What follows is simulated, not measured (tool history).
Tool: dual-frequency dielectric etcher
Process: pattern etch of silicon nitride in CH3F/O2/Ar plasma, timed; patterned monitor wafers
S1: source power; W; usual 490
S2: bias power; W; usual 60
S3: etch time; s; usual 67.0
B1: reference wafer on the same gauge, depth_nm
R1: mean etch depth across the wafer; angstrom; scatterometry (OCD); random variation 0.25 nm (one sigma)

run    hour   S1  S2    S3     B1     R1
  1     0.0  490  60  54.5  50.34  341.1
  2    95.9  490  60  54.5  50.35  344.5
  3   192.3  490  60  67.0  50.45  420.3
  4   291.4  490  60  67.0  50.47  417.6
  5   382.4  490  60  67.0  50.32  415.5
      423.2  -- gauge calibrated
  6   468.5  490  60  79.5  47.23  460.4
  7   519.5  490  60  79.5  47.40  470.8
  8   614.8  490  68  61.0  47.60  377.0
      669.1  -- upper electrode replaced
  9   669.6  490  55  67.0  47.73  388.8
      739.6  -- wet clean of the chamber
 10   758.6  430  65  77.5  47.92  442.1
      841.5  -- bias power generator calibrated
 11   846.2  440  74  59.5  48.12  362.4
 12   931.8  550  53  58.5  48.35  363.2
 13  1004.7  520  60  67.0  48.44  421.5
 14  1081.6  570  67  57.5  48.62  396.7
 15  1172.8  490  60  60.5  48.69  367.4
     1179.2  -- source power generator calibrated
 16  1258.9  440  46  74.0  48.88  383.3
     1498.3  -- wet clean of the chamber
 17  1564.5  490  60  75.5  49.19  461.9
 18  1627.2  490  60  48.5  49.32  300.8
 19  1723.9  490  72  67.0  49.33  442.1
 20  1810.4  490  52  54.5  49.43  318.1
 21  1915.3  490  60  67.0  49.53  413.3
 22  1961.2  590  60  67.0  49.56  463.1
 23  2006.7  490  60  67.0  49.63  413.5
 24  2055.7  490  60  67.0  49.65  414.5
 25  2147.9  490  60  67.0  49.75  413.2
 26  2226.5  400  47  67.0  49.74  331.3
     2272.1  -- wet clean of the chamber
 27  2309.5  430  60  67.0  49.82  381.6
 28  2356.1  440  51  67.0  49.85  364.6
 29  2473.9  530  49  76.0  49.85  462.8

5 ways to go on from here, each from the tool as it stands after run 29. What would each give?
  A  2474.3  490  60  67.0   ?   ?
  B  2474.3  490  67  67.0   ?   ?
  C  2474.3  490  74  84.0   ?   ?
  D  2474.3  490  68  85.5   ?   ?
  E  2474.3  570  55  86.0   ?   ?

run     B1     R1
  A  49.92  419.2
  B  49.92  436.6
  C  49.92  568.3
  D  49.92  560.3
  E  49.92  570.8
Without the tool's hidden state the same runs would have given:
run     R1
  A  395.8
  B  412.3
  C  536.6
  D  529.1
  E  539.0
